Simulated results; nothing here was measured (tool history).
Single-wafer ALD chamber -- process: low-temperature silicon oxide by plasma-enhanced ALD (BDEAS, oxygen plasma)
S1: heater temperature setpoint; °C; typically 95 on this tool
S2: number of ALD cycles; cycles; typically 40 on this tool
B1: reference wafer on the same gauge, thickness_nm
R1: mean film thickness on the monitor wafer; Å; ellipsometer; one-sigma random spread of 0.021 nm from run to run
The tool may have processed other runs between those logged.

Run 1, hour 0: usual settings; B1 6.038. Result: R1 54.54 Å.
Run 2, hour 36.9: usual settings; B1 6.03. Result: R1 54.49 Å.
Run 3, hour 83.7: usual settings; B1 6.033. Result: R1 54.76 Å.
Run 4, hour 304.7: usual settings; B1 6.031. Result: R1 54.77 Å.
Run 5, hour 407.7: usual settings; B1 6.028. Result: R1 54.56 Å.
Run 6, hour 460.2: usual settings; B1 6.029. Result: R1 54.7 Å.
Run 7, hour 684.3: usual settings; B1 6.021. Result: R1 54.72 Å.
Run 8, hour 748.3: usual settings; B1 6.033. Result: R1 55.02 Å.
Run 9, hour 834.4: usual settings but S1 89 °C, S2 46 cycles; B1 6.031. Result: R1 64.72 Å.
Run 10, hour 934.8: usual settings but S1 89 °C, S2 46 cycles; B1 6.034. Result: R1 64.79 Å.
Run 11, hour 990.5: usual settings but S1 89 °C, S2 46 cycles; B1 6.034. Result: R1 65.05 Å.
Run 12, hour 1077.8: usual settings; B1 6.024. Result: R1 55.42 Å.
Run 13, hour 1116.9: usual settings but S1 84 °C, S2 42 cycles; B1 6.029. Result: R1 60.16 Å.
Run 14, hour 1194.5: usual settings but S1 84 °C, S2 42 cycles; B1 6.029. Result: R1 60.21 Å.
At hour 1300.6: gauge calibrated.
Run 15, hour 1411.7: usual settings but S2 47 cycles; B1 6.029. Result: R1 65.15 Å.

What will run 16 give?
At hour 1499.5: thermocouple changed; heater temperature recalibrated.
Run 16, hour 1694.4: usual settings but S1 84 °C, S2 45 cycles; B1 ?. Result: R1 ?.

{"run 16": {"B1": 6.038, "R1": 62.49}}
On a tool with no hidden condition, and with the same random variation, this run would have come out at R1 64.29 Å.

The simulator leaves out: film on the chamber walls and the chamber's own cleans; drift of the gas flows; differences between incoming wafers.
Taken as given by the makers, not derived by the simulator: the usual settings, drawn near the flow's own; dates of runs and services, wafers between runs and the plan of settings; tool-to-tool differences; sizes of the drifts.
